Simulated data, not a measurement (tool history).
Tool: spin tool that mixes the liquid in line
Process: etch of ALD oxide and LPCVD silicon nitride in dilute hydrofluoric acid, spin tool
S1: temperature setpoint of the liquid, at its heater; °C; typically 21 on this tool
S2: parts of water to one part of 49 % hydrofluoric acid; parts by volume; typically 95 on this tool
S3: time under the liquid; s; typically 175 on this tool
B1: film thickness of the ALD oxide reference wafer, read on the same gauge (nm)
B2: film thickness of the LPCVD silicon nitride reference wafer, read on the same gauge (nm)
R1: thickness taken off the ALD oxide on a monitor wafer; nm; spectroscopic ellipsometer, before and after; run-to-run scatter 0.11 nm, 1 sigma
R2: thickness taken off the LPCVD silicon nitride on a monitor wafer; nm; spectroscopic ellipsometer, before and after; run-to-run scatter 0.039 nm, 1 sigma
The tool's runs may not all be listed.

run	hour	S1	S2	S3	B1	B2	R1	R2
1	0	21	60	115	40	130.007	35.4	0.834
2	66.2	21	60	115	40	129.988	35.29	0.806
3	177.5	21	60	115	40	129.998	35.48	0.905
4	226.4	21	95	175	40.02	129.998	32.65	0.76
5	295.7	21	95	175	39.99	130.003	32.49	0.781
6	321.7	21	95	175	40	129.999	32.64	0.783
7	353.5	21	95	175	40.02	129.996	32.89	0.738
8	405.7	21	95	205	40	129.964	38.07	0.913
9	462.8	21	95	140	40.02	129.971	26.14	0.605
10	532.8	21	95	140	39.97	130.01	26.11	0.659
11	648.4	17	135	135	39.99	129.987	14.53	0.35
# hour 735.6: thermometer replaced
# hour 810.9: hydrofluoric acid flow meter replaced
# hour 819.9: gauge calibrated
12	842.6	18.5	70	225	40.02	129.996	49.66	1.121
13	900.2	21	95	140	40.01	129.982	24.74	0.527
14	953.5	17	75	175	39.97	130.014	33.64	0.652
15	1004.4	21	60	220	40.02	130.004	63.83	1.48
16	1056.6	21	95	100	40.02	130.009	17.64	0.409
17	1117.4	17.5	55	280	40.03	129.998	76.95	1.662
18	1177.5	21	95	175	40	130.015	30.9	0.675
19	1210	23	50	115	40	129.968	44.26	1.106
20	1238.1	21	95	115	40.02	130.016	20.29	0.5
21	1263.3	21	95	145	40	129.994	25.72	0.64

What if the next run were any one of these 5? Each begins from the tool's condition after run 21:
A	1263.8	21	95	175	?	?	?	?
B	1263.8	24.5	140	70	?	?	?	?
C	1263.8	21	95	215	?	?	?	?
D	1263.8	23	140	145	?	?	?	?
E	1263.8	21	95	75	?	?	?	?

run	B1	B2	R1	R2
A	39.98	129.99	31.02	0.725
B	39.98	129.99	9.16	0.249
C	39.98	129.99	38.11	0.891
D	39.98	129.99	17.92	0.468
E	39.98	129.99	13.29	0.311
With no hidden state in the tool, these same runs would have given:
run	R1	R2
A	30.79	0.71
B	9.11	0.244
C	37.83	0.873
D	17.81	0.459
E	13.2	0.304
